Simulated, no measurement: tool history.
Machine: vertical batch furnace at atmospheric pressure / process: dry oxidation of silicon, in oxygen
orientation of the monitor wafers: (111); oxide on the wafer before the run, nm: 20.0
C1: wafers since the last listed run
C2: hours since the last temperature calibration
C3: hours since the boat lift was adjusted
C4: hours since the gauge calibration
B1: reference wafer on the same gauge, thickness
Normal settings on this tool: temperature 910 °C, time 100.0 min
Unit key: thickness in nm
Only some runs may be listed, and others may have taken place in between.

{"run": 1, "hour": 0.0, "temperature": 910, "time": 100.0, "C1": 0, "C2": 4692.4, "C3": 1150.1, "C4": 1008.9, "B1": 51.86, "thickness": 58.93}
{"run": 2, "hour": 38.8, "temperature": 910, "time": 100.0, "C1": 680, "C2": 4731.2, "C3": 1188.9, "C4": 1047.7, "B1": 51.87, "thickness": 59.2}
{"hour": 43.9, "done": "gauge calibrated"}
{"run": 3, "hour": 92.5, "temperature": 910, "time": 100.0, "C1": 941, "C2": 4784.9, "C3": 1242.6, "C4": 48.6, "B1": 52.65, "thickness": 59.66}
{"run": 4, "hour": 139.3, "temperature": 899, "time": 100.0, "C1": 820, "C2": 4831.7, "C3": 1289.4, "C4": 95.4, "B1": 52.51, "thickness": 54.79}
{"run": 5, "hour": 171.3, "temperature": 899, "time": 100.0, "C1": 561, "C2": 4863.7, "C3": 1321.4, "C4": 127.4, "B1": 52.43, "thickness": 54.31}
{"run": 6, "hour": 233.3, "temperature": 899, "time": 100.0, "C1": 1087, "C2": 4925.7, "C3": 1383.4, "C4": 189.4, "B1": 52.31, "thickness": 54.34}
{"run": 7, "hour": 274.6, "temperature": 910, "time": 100.0, "C1": 724, "C2": 4967.0, "C3": 1424.7, "C4": 230.7, "B1": 52.24, "thickness": 59.01}
{"run": 8, "hour": 314.6, "temperature": 910, "time": 100.0, "C1": 701, "C2": 5007.0, "C3": 1464.7, "C4": 270.7, "B1": 52.16, "thickness": 59.55}
{"run": 9, "hour": 373.9, "temperature": 910, "time": 100.0, "C1": 1039, "C2": 5066.3, "C3": 1524.0, "C4": 330.0, "B1": 52.05, "thickness": 59.32}
{"run": 10, "hour": 405.1, "temperature": 910, "time": 100.0, "C1": 547, "C2": 5097.5, "C3": 1555.2, "C4": 361.2, "B1": 52.01, "thickness": 59.06}
{"run": 11, "hour": 464.7, "temperature": 910, "time": 100.0, "C1": 1045, "C2": 5157.1, "C3": 1614.8, "C4": 420.8, "B1": 51.93, "thickness": 58.49}
{"run": 12, "hour": 489.4, "temperature": 898, "time": 100.0, "C1": 433, "C2": 5181.8, "C3": 1639.5, "C4": 445.5, "B1": 51.92, "thickness": 53.59}
{"run": 13, "hour": 528.7, "temperature": 898, "time": 100.0, "C1": 689, "C2": 5221.1, "C3": 1678.8, "C4": 484.8, "B1": 51.86, "thickness": 53.79}
{"run": 14, "hour": 588.0, "temperature": 898, "time": 100.0, "C1": 1039, "C2": 5280.4, "C3": 1738.1, "C4": 544.1, "B1": 51.83, "thickness": 53.73}
{"run": 15, "hour": 645.9, "temperature": 910, "time": 75.5, "C1": 1015, "C2": 5338.3, "C3": 1796.0, "C4": 602.0, "B1": 51.83, "thickness": 50.85}
{"run": 16, "hour": 693.9, "temperature": 925, "time": 135.0, "C1": 841, "C2": 5386.3, "C3": 1844.0, "C4": 650.0, "B1": 51.75, "thickness": 77.53}
{"run": 17, "hour": 757.8, "temperature": 910, "time": 61.0, "C1": 1120, "C2": 5450.2, "C3": 1907.9, "C4": 713.9, "B1": 51.74, "thickness": 45.79}
{"hour": 811.9, "done": "thermocouples replaced and temperature profile calibrated"}
{"run": 18, "hour": 818.2, "temperature": 925, "time": 74.5, "C1": 638, "C2": 6.3, "C3": 1968.3, "C4": 774.3, "B1": 51.63, "thickness": 56.02}
{"run": 19, "hour": 855.1, "temperature": 899, "time": 100.0, "C1": 647, "C2": 43.2, "C3": 2005.2, "C4": 811.2, "B1": 51.66, "thickness": 54.04}
{"hour": 910.4, "done": "boat lift adjusted"}
{"run": 20, "hour": 1002.0, "temperature": 886, "time": 100.0, "C1": 2155, "C2": 190.1, "C3": 91.6, "C4": 958.1, "B1": 51.61, "thickness": 48.84}
{"hour": 1050.7, "done": "gauge calibrated"}
{"run": 21, "hour": 1060.4, "temperature": 910, "time": 100.0, "C1": 1024, "C2": 248.5, "C3": 150.0, "C4": 9.7, "B1": 52.91, "thickness": 59.53}
{"run": 22, "hour": 1087.9, "temperature": 925, "time": 80.0, "C1": 482, "C2": 276.0, "C3": 177.5, "C4": 37.2, "B1": 52.82, "thickness": 59.49}
{"run": 23, "hour": 1257.4, "temperature": 901, "time": 138.0, "C1": 2972, "C2": 445.5, "C3": 347.0, "C4": 206.7, "B1": 52.43, "thickness": 66.02}
{"run": 24, "hour": 1328.6, "temperature": 901, "time": 128.0, "C1": 1248, "C2": 516.7, "C3": 418.2, "C4": 277.9, "B1": 52.3, "thickness": 63.31}
{"run": 25, "hour": 1355.9, "temperature": 890, "time": 121.5, "C1": 478, "C2": 544.0, "C3": 445.5, "C4": 305.2, "B1": 52.24, "thickness": 55.91}
{"run": 26, "hour": 1427.7, "temperature": 930, "time": 117.0, "C1": 1259, "C2": 615.8, "C3": 517.3, "C4": 377.0, "B1": 52.13, "thickness": 75.17}
{"run": 27, "hour": 1486.2, "temperature": 910, "time": 100.0, "C1": 1025, "C2": 674.3, "C3": 575.8, "C4": 435.5, "B1": 52.08, "thickness": 58.98}
{"run": 28, "hour": 1548.9, "temperature": 910, "time": 100.0, "C1": 1099, "C2": 737.0, "C3": 638.5, "C4": 498.2, "B1": 51.97, "thickness": 58.71}
{"run": 29, "hour": 1580.9, "temperature": 910, "time": 100.0, "C1": 561, "C2": 769.0, "C3": 670.5, "C4": 530.2, "B1": 51.96, "thickness": 58.91}

Consider 3 possible next runs. They are alternatives, not a sequence: every one starts from the tool as it was left by run 29. What does each give?
{"run": "A", "hour": 1585.6, "temperature": 910, "time": 100.0, "C1": 82, "C2": 773.7, "C3": 675.2, "C4": 534.9, "B1": "?", "thickness": "?"}
{"run": "B", "hour": 1585.6, "temperature": 910, "time": 65.0, "C1": 82, "C2": 773.7, "C3": 675.2, "C4": 534.9, "B1": "?", "thickness": "?"}
{"run": "C", "hour": 1585.6, "temperature": 889, "time": 100.0, "C1": 82, "C2": 773.7, "C3": 675.2, "C4": 534.9, "B1": "?", "thickness": "?"}

run=A B1=51.97 thickness=58.87
run=B B1=51.97 thickness=47.44
run=C B1=51.97 thickness=50.37
Stripped of hidden state, with their random variation kept, the same runs would have yielded:
run=A thickness=59.92
run=B thickness=48.29
run=C thickness=51.27
